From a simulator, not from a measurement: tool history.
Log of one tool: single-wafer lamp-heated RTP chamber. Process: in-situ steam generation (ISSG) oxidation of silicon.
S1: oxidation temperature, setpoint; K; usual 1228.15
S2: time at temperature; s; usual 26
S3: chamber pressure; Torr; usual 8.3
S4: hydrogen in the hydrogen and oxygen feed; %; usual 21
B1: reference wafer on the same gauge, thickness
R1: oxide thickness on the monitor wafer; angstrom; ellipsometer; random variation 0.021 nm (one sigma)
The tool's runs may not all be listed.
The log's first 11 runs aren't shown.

run    hour       S1  S2   S3  S4     B1     R1
      547.0  -- hydrogen flow controller replaced
 12   550.3  1233.15  22  8.3  21  4.613  49.93
 13   579.8  1245.15  26  9.6  25  4.620  57.31
 14   614.1  1228.15  26  8.3  21  4.619  53.32
 15   640.7  1228.15  16  8.3  25  4.625  45.26
 16   686.6  1228.15  22  8.3  30  4.625  53.82
 17   756.3  1228.15  35  8.3  29  4.617  66.06
 18   814.1  1228.15  26  8.3  21  4.624  53.47
 19   850.0  1228.15  26  7.0  21  4.621  53.55
      891.7  -- pyrometer window cleaned and pyrometer calibrated
 20   892.9  1228.15  26  8.3  21  4.617  52.79
 21   938.9  1219.15  34  8.3  21  4.618  57.67
 22   968.3  1228.15  26  7.4  21  4.625  52.84
 23  1010.5  1228.15  26  9.3  21  4.624  52.08
 24  1055.4  1209.15  20  7.9  18  4.624  43.33
 25  1095.2  1242.15  33  7.4  18  4.622  60.39
     1262.9  -- pyrometer window cleaned and pyrometer calibrated
 26  1306.1  1228.15  32  8.3  18  4.620  55.87
 27  1363.8  1234.15  26  9.6  24  4.625  54.32
 28  1434.1  1210.15  20  8.3  18  4.619  43.44
 29  1473.1  1228.15  26  8.3  21  4.622  53.30
     1527.2  -- gauge calibrated
 30  1529.3  1228.15  26  8.3  21  4.620  53.64
 31  1575.0  1228.15  26  8.3  14  4.612  49.37
     1636.1  -- pyrometer window cleaned and pyrometer calibrated
 32  1641.3  1242.15  26  9.2  21  4.622  54.96

Forecast each of these 3 alternatives for the next run:
  A  1641.7  1228.15  26  8.3  21   ?   ?
  B  1641.7  1240.15  32  8.7  25   ?   ?
  C  1641.7  1239.15  32  9.2  15   ?   ?

run     B1     R1
  A  4.625  52.49
  B  4.625  62.43
  C  4.625  55.68
Without the tool's hidden state the same runs would have given:
run     R1
  A  52.32
  B  62.20
  C  55.48

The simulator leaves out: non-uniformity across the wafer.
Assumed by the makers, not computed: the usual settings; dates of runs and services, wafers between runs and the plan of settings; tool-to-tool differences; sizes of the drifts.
